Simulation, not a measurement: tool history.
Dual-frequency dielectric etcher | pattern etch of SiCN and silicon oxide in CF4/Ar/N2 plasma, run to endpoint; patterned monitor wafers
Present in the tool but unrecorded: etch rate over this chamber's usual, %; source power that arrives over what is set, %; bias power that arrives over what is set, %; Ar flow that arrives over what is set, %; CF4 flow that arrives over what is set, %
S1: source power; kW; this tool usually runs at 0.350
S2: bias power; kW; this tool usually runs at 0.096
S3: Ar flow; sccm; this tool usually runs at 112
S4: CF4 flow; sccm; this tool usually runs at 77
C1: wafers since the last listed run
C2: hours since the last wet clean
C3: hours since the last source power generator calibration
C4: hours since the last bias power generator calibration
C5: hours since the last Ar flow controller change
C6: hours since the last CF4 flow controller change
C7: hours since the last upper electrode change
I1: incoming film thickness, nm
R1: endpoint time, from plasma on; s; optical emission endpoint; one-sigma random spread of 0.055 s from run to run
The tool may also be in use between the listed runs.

run,hour,S1,S2,S3,S4,C1,C2,C3,C4,C5,C6,C7,I1,R1
1,0.0,0.350,0.096,112,77,0,23.3,2026.6,2132.7,5575.9,2533.0,2239.4,14.40,19.0
2,18.3,0.350,0.096,112,77,348,41.6,2044.9,2151.0,5594.2,2551.3,2257.7,14.42,19.0
3,47.8,0.350,0.096,112,77,561,71.1,2074.4,2180.5,5623.7,2580.8,2287.2,14.36,19.1
4,76.7,0.350,0.096,112,77,550,100.0,2103.3,2209.4,5652.6,2609.7,2316.1,14.32,19.0
5,96.3,0.350,0.096,112,77,373,119.6,2122.9,2229.0,5672.2,2629.3,2335.7,14.26,18.8
6,112.9,0.350,0.110,112,77,316,136.2,2139.5,2245.6,5688.8,2645.9,2352.3,14.30,18.1
7,171.7,0.350,0.096,112,77,1120,195.0,2198.3,2304.4,5747.6,2704.7,2411.1,14.26,19.0
8,200.3,0.350,0.112,112,77,544,223.6,2226.9,2333.0,5776.2,2733.3,2439.7,14.38,18.2
# hour 206.7: CF4 flow controller replaced
9,213.7,0.350,0.096,112,77,140,237.0,2240.3,2346.4,5789.6,7.0,2453.1,14.25,19.1
# hour 260.7: Ar flow controller replaced
# hour 266.3: upper electrode replaced
10,266.8,0.350,0.096,112,77,791,290.1,2293.4,2399.5,6.1,60.1,0.5,14.20,19.1
# hour 320.8: source power generator calibrated
11,325.8,0.350,0.084,121,77,1047,349.1,5.0,2458.5,65.1,119.1,59.5,14.31,19.5
# hour 358.3: wet clean of the chamber
12,358.8,0.350,0.096,112,77,171,0.5,38.0,2491.5,98.1,152.1,92.5,14.35,18.3
13,378.7,0.350,0.096,96,66,379,20.4,57.9,2511.4,118.0,172.0,112.4,14.30,18.4
# hour 395.4: bias power generator calibrated
14,402.5,0.350,0.096,130,77,377,44.2,81.7,7.1,141.8,195.8,136.2,14.29,18.5
15,429.1,0.350,0.096,112,77,506,70.8,108.3,33.7,168.4,222.4,162.8,14.30,18.4
16,449.2,0.430,0.089,84,65,382,90.9,128.4,53.8,188.5,242.5,182.9,14.23,15.1
17,474.7,0.350,0.096,123,89,485,116.4,153.9,79.3,214.0,268.0,208.4,14.03,17.8
18,500.7,0.350,0.096,112,85,495,142.4,179.9,105.3,240.0,294.0,234.4,14.44,18.2
19,518.7,0.280,0.096,112,68,342,160.4,197.9,123.3,258.0,312.0,252.4,14.22,23.7
20,539.1,0.350,0.096,112,77,388,180.8,218.3,143.7,278.4,332.4,272.8,14.24,18.3

3 options for the next run, each taken on its own from the tool as it stands now. Forecast them:
A,539.5,0.350,0.096,112,77,7,181.2,218.7,144.1,278.8,332.8,273.2,14.34,?
B,539.5,0.390,0.114,112,77,7,181.2,218.7,144.1,278.8,332.8,273.2,14.34,?
C,539.5,0.400,0.096,102,77,7,181.2,218.7,144.1,278.8,332.8,273.2,14.34,?

run,R1
A,18.4
B,15.4
C,15.8
Had the tool no hidden state, the same runs would have come out as:
run,R1
A,18.3
B,15.3
C,15.7
